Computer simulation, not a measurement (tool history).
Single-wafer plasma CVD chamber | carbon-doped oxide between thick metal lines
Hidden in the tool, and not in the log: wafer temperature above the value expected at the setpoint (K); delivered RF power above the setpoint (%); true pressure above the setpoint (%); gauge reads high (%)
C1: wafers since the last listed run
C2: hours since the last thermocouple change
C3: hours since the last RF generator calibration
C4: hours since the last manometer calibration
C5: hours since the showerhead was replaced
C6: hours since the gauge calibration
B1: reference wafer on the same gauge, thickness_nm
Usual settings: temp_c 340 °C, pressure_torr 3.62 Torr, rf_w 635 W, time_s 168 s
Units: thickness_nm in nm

Run 1, hour 0: usual settings but time_s 161 s; C1 0; C2 2084.3; C3 863; C4 1062.1; C5 5387.8; C6 373.7; B1 829.022. Result: thickness_nm 934.889 nm.
Run 2, hour 25.4: usual settings but time_s 161 s; C1 142; C2 2109.7; C3 888.4; C4 1087.5; C5 5413.2; C6 399.1; B1 829.752. Result: thickness_nm 937.306 nm.
Run 3, hour 40.3: usual settings but time_s 161 s; C1 83; C2 2124.6; C3 903.3; C4 1102.4; C5 5428.1; C6 414; B1 829.95. Result: thickness_nm 939.075 nm.
Run 4, hour 72.6: usual settings but pressure_torr 3.4 Torr; C1 181; C2 2156.9; C3 935.6; C4 1134.7; C5 5460.4; C6 446.3; B1 829.726. Result: thickness_nm 972.727 nm.
Run 5, hour 98.3: usual settings but pressure_torr 3.4 Torr; C1 144; C2 2182.6; C3 961.3; C4 1160.4; C5 5486.1; C6 472; B1 829.996. Result: thickness_nm 976.526 nm.
Run 6, hour 131.5: usual settings but pressure_torr 3.4 Torr; C1 186; C2 2215.8; C3 994.5; C4 1193.6; C5 5519.3; C6 505.2; B1 829.783. Result: thickness_nm 977.601 nm.
Run 7, hour 159.9: usual settings; C1 159; C2 2244.2; C3 1022.9; C4 1222; C5 5547.7; C6 533.6; B1 829.378. Result: thickness_nm 978.9 nm.
At hour 165.4: gauge calibrated.
At hour 191.6: showerhead replaced.
At hour 196.8: thermocouple changed; heater temperature recalibrated.
Run 8, hour 256.9: usual settings; C1 470; C2 60.1; C3 1119.9; C4 1319; C5 65.3; C6 91.5; B1 829.835. Result: thickness_nm 977.37 nm.
Run 9, hour 272.2: usual settings but rf_w 675 W; C1 85; C2 75.4; C3 1135.2; C4 1334.3; C5 80.6; C6 106.8; B1 829.017. Result: thickness_nm 999.301 nm.
Run 10, hour 296.7: usual settings but temp_c 329 °C, rf_w 575 W; C1 137; C2 99.9; C3 1159.7; C4 1358.8; C5 105.1; C6 131.3; B1 829.431. Result: thickness_nm 962.355 nm.
Run 11, hour 311.1: usual settings but temp_c 353 °C; C1 80; C2 114.3; C3 1174.1; C4 1373.2; C5 119.5; C6 145.7; B1 829.622. Result: thickness_nm 945.778 nm.
Run 12, hour 324.1: usual settings but temp_c 346 °C, time_s 181 s; C1 72; C2 127.3; C3 1187.1; C4 1386.2; C5 132.5; C6 158.7; B1 830.225. Result: thickness_nm 1040.086 nm.
At hour 336.4: RF generator calibrated.
Run 13, hour 348.2: usual settings but temp_c 330 °C, pressure_torr 3.2 Torr, rf_w 710 W; C1 90; C2 151.4; C3 11.8; C4 1410.3; C5 156.6; C6 182.8; B1 829.584. Result: thickness_nm 1092.019 nm.
Run 14, hour 366.8: usual settings; C1 104; C2 170; C3 30.4; C4 1428.9; C5 175.2; C6 201.4; B1 830.652. Result: thickness_nm 1014.69 nm.
At hour 376.7: capacitance manometer re-zeroed and calibrated.
Run 15, hour 419.9: usual settings; C1 253; C2 223.1; C3 83.5; C4 43.2; C5 228.3; C6 254.5; B1 829.808. Result: thickness_nm 1014.033 nm.
Run 16, hour 447.1: usual settings but temp_c 335 °C, time_s 148 s; C1 152; C2 250.3; C3 110.7; C4 70.4; C5 255.5; C6 281.7; B1 829.746. Result: thickness_nm 903.319 nm.
Run 17, hour 477.6: usual settings but rf_w 530 W, time_s 201 s; C1 171; C2 280.8; C3 141.2; C4 100.9; C5 286; C6 312.2; B1 829.985. Result: thickness_nm 1118.955 nm.

5 ways to go on from here, each from the tool as it stands after run 17. What would each give?
Run A, hour 478: usual settings but temp_c 351 °C; C1 2; C2 281.2; C3 141.6; C4 101.3; C5 286.4; C6 312.6; B1 ?. Result: thickness_nm ?.
Run B, hour 478: usual settings but time_s 189 s; C1 2; C2 281.2; C3 141.6; C4 101.3; C5 286.4; C6 312.6; B1 ?. Result: thickness_nm ?.
Run C, hour 478: usual settings but temp_c 325 °C, rf_w 700 W, time_s 155 s; C1 2; C2 281.2; C3 141.6; C4 101.3; C5 286.4; C6 312.6; B1 ?. Result: thickness_nm ?.
Run D, hour 478: usual settings but temp_c 330 °C, rf_w 520 W; C1 2; C2 281.2; C3 141.6; C4 101.3; C5 286.4; C6 312.6; B1 ?. Result: thickness_nm ?.
Run E, hour 478: usual settings but rf_w 530 W; C1 2; C2 281.2; C3 141.6; C4 101.3; C5 286.4; C6 312.6; B1 ?. Result: thickness_nm ?.

run       B1  thickness_nm
  A  830.098       981.492
  B  830.098      1133.001
  C  830.098      1009.555
  D  830.098       951.514
  E  830.098       934.224
Without the tool's hidden state the same runs would have given:
run  thickness_nm
  A       996.008
  B      1149.758
  C      1024.058
  D       965.955
  E       948.169
